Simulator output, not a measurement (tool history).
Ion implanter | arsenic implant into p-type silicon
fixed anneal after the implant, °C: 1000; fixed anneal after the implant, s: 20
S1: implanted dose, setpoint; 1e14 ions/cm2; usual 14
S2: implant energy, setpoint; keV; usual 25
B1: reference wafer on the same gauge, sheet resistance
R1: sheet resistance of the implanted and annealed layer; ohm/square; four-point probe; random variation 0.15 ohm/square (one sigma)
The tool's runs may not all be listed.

run   hour     S1    S2     B1      R1
  1      0  10.92    28  81.99  108.09
  2    6.1     14    25   81.9  100.38
  3   15.8     14    25  81.97  100.32
  4   24.2     14    25  81.93  100.49
  5   35.8     14    25  81.84  100.16
  6   46.9     14  29.5  81.81   94.76
  7   60.6     14  20.5   81.8  107.18
  8   71.8     14    25  81.74  100.17
  9     79  17.43    21  81.72  100.17
 10   93.1     14    25  81.62   99.76
 11  104.8  11.24    20  81.61  116.76

The next listed run, before its measurement:
     116.9  -- Faraday cup replaced and dose calibrated
     121.3  -- extraction supply calibrated
 12  121.8  15.09  17   ?   ?

B1: 81.5
R1: 110.7 ohm/square
Without the tool's hidden state the same run would have given R1 111.38 ohm/square.
